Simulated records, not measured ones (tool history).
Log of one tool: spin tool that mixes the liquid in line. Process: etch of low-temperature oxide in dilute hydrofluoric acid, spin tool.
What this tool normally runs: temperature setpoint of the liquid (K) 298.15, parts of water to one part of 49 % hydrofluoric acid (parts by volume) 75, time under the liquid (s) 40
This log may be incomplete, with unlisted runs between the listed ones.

run	hour	temperature setpoint of the liquid (K)	parts of water to one part of 49 % hydrofluoric acid (parts by volume)	time under the liquid (s)	wafers since the last listed run	hours since the thermometer was replaced	hours since the hydrofluoric acid flow meter was replaced	hours since the gauge calibration	read-back film thickness of the low-temperature oxide reference wafer, read on the same gauge (nm)	thickness taken off the low-temperature oxide on a monitor wafer (angstrom)
1	0	298.15	75	40	0	448.2	628.7	135.9	80.05	86.7
2	29.3	298.15	75	40	422	477.5	658	165.2	80.05	85.6
3	41.4	299.65	75	25	174	489.6	670.1	177.3	79.97	57.7
4	69.8	299.65	75	25	409	518	698.5	205.7	80.02	56.8
5	87.9	299.65	75	25	260	536.1	716.6	223.8	79.97	56.6
6	101	298.15	75	40	188	549.2	729.7	236.9	80.01	85.5
7	129.1	298.15	75	40	405	577.3	757.8	265	79.96	84.8
8	145	298.15	75	40	229	593.2	773.7	280.9	80.01	85.5
9	160.5	298.15	75	25	223	608.7	789.2	296.4	80.01	52.5
10	196	298.15	85	40	511	644.2	824.7	331.9	80.01	71.8
11	228.4	300.65	95	60	467	676.6	857.1	364.3	79.98	104.1
# hour 256: gauge calibrated
12	258.8	298.15	75	40	438	707	887.5	2.8	79.99	81.5
# hour 273.4: hydrofluoric acid flow meter replaced
13	283.5	300.15	40	60	341	731.7	10.1	27.5	79.96	294
# hour 290.5: thermometer replaced
14	308.2	295.65	60	40	341	17.7	34.8	52.2	79.97	112

What does the tool deliver on the next run?
15	328.9	300.65	110	60	298	38.4	55.5	72.9	?	?

{"run 15": {"read-back film thickness of the low-temperature oxide reference wafer, read on the same gauge (nm)": 79.95, "thickness taken off the low-temperature oxide on a monitor wafer (angstrom)": 106.5}}
With no hidden state in the tool, this same run would have given thickness taken off the low-temperature oxide on a monitor wafer (angstrom) 108.7.
